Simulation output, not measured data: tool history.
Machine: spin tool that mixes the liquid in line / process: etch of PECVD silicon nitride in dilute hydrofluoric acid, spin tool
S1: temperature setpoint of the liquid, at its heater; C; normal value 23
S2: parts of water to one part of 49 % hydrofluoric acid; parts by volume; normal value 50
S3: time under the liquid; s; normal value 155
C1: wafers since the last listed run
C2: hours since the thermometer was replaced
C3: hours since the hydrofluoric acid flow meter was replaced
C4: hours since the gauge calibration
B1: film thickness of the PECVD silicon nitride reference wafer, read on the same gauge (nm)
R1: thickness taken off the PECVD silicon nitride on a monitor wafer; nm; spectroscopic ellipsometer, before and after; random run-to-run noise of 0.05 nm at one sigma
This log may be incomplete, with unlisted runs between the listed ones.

run 1 hour=0 | S1=23 S2=35 S3=155 | C1=0 C2=2111.5 C3=1403.8 C4=245 | B1=30.01 | R1=9.5
run 2 hour=16.3 | S1=23 S2=35 S3=155 | C1=120 C2=2127.8 C3=1420.1 C4=261.3 | B1=30.02 | R1=9.46
run 3 hour=35.8 | S1=23 S2=50 S3=155 | C1=144 C2=2147.3 C3=1439.6 C4=280.8 | B1=30.01 | R1=6.72
run 4 hour=53.7 | S1=23 S2=50 S3=155 | C1=132 C2=2165.2 C3=1457.5 C4=298.7 | B1=30 | R1=6.66
run 5 hour=71.1 | S1=23 S2=50 S3=115 | C1=129 C2=2182.6 C3=1474.9 C4=316.1 | B1=30.03 | R1=4.95
run 6 hour=103.3 | S1=23 S2=50 S3=115 | C1=238 C2=2214.8 C3=1507.1 C4=348.3 | B1=30.02 | R1=4.91
run 7 hour=158.9 | S1=23 S2=50 S3=115 | C1=412 C2=2270.4 C3=1562.7 C4=403.9 | B1=30.01 | R1=4.93
run 8 hour=173.4 | S1=23 S2=50 S3=155 | C1=107 C2=2284.9 C3=1577.2 C4=418.4 | B1=29.99 | R1=6.7
-- hour=177.5 gauge calibrated
-- hour=201.2 hydrofluoric acid flow meter replaced
run 9 hour=208.1 | S1=23 S2=50 S3=155 | C1=250 C2=2319.6 C3=6.9 C4=30.6 | B1=30 | R1=6.07
run 10 hour=226.8 | S1=23 S2=50 S3=155 | C1=138 C2=2338.3 C3=25.6 C4=49.3 | B1=30.01 | R1=6.05
run 11 hour=242.5 | S1=23 S2=50 S3=155 | C1=116 C2=2354 C3=41.3 C4=65 | B1=29.99 | R1=6
run 12 hour=257.8 | S1=23 S2=50 S3=155 | C1=113 C2=2369.3 C3=56.6 C4=80.3 | B1=30 | R1=6.03
run 13 hour=269.9 | S1=23 S2=50 S3=155 | C1=89 C2=2381.4 C3=68.7 C4=92.4 | B1=29.96 | R1=6.09
run 14 hour=289.9 | S1=23 S2=50 S3=155 | C1=148 C2=2401.4 C3=88.7 C4=112.4 | B1=30.02 | R1=6.02
run 15 hour=313.3 | S1=23 S2=30 S3=155 | C1=173 C2=2424.8 C3=112.1 C4=135.8 | B1=29.99 | R1=9.88
run 16 hour=328.2 | S1=23 S2=40 S3=155 | C1=110 C2=2439.7 C3=127 C4=150.7 | B1=30.01 | R1=7.4
run 17 hour=354.9 | S1=23 S2=60 S3=110 | C1=198 C2=2466.4 C3=153.7 C4=177.4 | B1=30.02 | R1=3.58
run 18 hour=409 | S1=23 S2=70 S3=155 | C1=401 C2=2520.5 C3=207.8 C4=231.5 | B1=30.03 | R1=4.33
-- hour=413.1 thermometer replaced
run 19 hour=423.8 | S1=25 S2=30 S3=155 | C1=102 C2=10.7 C3=222.6 C4=246.3 | B1=30.01 | R1=13.72
run 20 hour=437.1 | S1=23 S2=45 S3=155 | C1=98 C2=24 C3=235.9 C4=259.6 | B1=30 | R1=8.1
run 21 hour=458.6 | S1=21.5 S2=30 S3=125 | C1=159 C2=45.5 C3=257.4 C4=281.1 | B1=29.99 | R1=8.78
run 22 hour=474.5 | S1=23 S2=50 S3=155 | C1=117 C2=61.4 C3=273.3 C4=297 | B1=29.99 | R1=7.21
run 23 hour=490.9 | S1=25 S2=50 S3=155 | C1=121 C2=77.8 C3=289.7 C4=313.4 | B1=30.01 | R1=8.34
run 24 hour=503.8 | S1=21.5 S2=50 S3=155 | C1=95 C2=90.7 C3=302.6 C4=326.3 | B1=29.99 | R1=6.6
run 25 hour=520.3 | S1=18 S2=65 S3=115 | C1=122 C2=107.2 C3=319.1 C4=342.8 | B1=30.02 | R1=3.02
run 26 hour=545.3 | S1=23 S2=50 S3=155 | C1=185 C2=132.2 C3=344.1 C4=367.8 | B1=30 | R1=7.35
run 27 hour=572.4 | S1=23 S2=50 S3=155 | C1=201 C2=159.3 C3=371.2 C4=394.9 | B1=30.04 | R1=7.34
run 28 hour=589.8 | S1=23 S2=50 S3=155 | C1=129 C2=176.7 C3=388.6 C4=412.3 | B1=30.01 | R1=7.39

What differs in the tool's unlogged condition from the final listed run ahead of each entry between runs to the first listed run following it?
After run 8, before run 9: gauge calibrated (hour 177.5); hydrofluoric acid flow meter replaced (hour 201.2)
  liquid colder than its thermometer reads (K): 2.63 -> 2.67; hydrofluoric acid flow above the setpoint (%): 12 -> 1.52
  the result without the hidden state subtracted from the measured one, R1: -0.48 -> -1.11 nm
After run 18, before run 19: thermometer replaced (hour 413.1)
  liquid colder than its thermometer reads (K): 2.89 -> 0.0546; hydrofluoric acid flow above the setpoint (%): 2.82 -> 2.92
  the result without the hidden state subtracted from the measured one, R1: -0.81 -> +0.33 nm
